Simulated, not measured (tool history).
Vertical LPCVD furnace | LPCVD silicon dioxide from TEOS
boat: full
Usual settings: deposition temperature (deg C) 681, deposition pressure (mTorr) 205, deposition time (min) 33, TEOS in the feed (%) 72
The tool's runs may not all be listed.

run	hour	deposition temperature (deg C)	deposition pressure (mTorr)	deposition time (min)	TEOS in the feed (%)	read-back reference wafer on the same gauge, thickness	film thickness on the monitor wafer in the middle of the boat (angstrom)
1	0	681	205	33	72	123.94	1452.6
2	15	681	205	33	72	123.97	1457.3
3	42.1	681	205	33	72	123.87	1455.5
4	87.9	681	205	33	72	123.85	1475.9
5	180.9	681	205	33	72	123.99	1469.6
6	215.6	681	205	33	72	124.02	1482
7	238.3	681	205	33	72	124.1	1476.6
8	270.6	681	205	33	63	124.09	1380.7
9	303.3	681	205	33	72	124.09	1478
10	328.7	681	175	33	61	124.05	1257.6
# hour 344.7: gauge calibrated
11	373.3	681	205	33	72	124.03	1483.5
12	397.1	681	205	33	72	124	1479.5
# hour 442.5: TEOS flow controller replaced
13	443	681	205	33	72	123.97	1483.5
14	447	673	205	33	72	124.16	1222.8
15	472	677	205	43	72	124	1755.1
16	500.9	672	205	28	60	123.9	930.6
17	525.9	681	205	33	72	123.9	1488.8
# hour 576.3: pressure gauge zeroed
18	576.8	681	205	33	72	123.98	1499.6
19	591.7	689	205	41.5	72	123.99	2279
20	623.4	681	205	33	72	124.08	1495.7
21	652.9	681	220	33	72	124.02	1550.6
# hour 678.3: thermocouples replaced and temperature profile calibrated
22	678.8	681	225	33	72	124.04	1429.3
23	753.7	691	235	33	59	123.93	1680.5
24	843.8	681	205	36.5	77	123.98	1557.6
25	926.5	681	205	33	72	124.01	1360.9

5 ways to go on from here, each from the tool as it stands after run 25. What would each give?
A	930.6	681	205	33	72	?	?
B	930.6	681	220	43	60	?	?
C	930.6	690	190	29.5	66	?	?
D	930.6	671	160	27.5	67	?	?
E	930.6	675	160	33	80	?	?

run	read-back reference wafer on the same gauge, thickness	film thickness on the monitor wafer in the middle of the boat (angstrom)
A	123.85	1369.1
B	123.85	1687
C	123.85	1399.5
D	123.85	761.5
E	123.85	1101.7
Without the tool's hidden state the same runs would have given:
run	film thickness on the monitor wafer in the middle of the boat (angstrom)
A	1354
B	1668.4
C	1384.3
D	752.9
E	1089.4
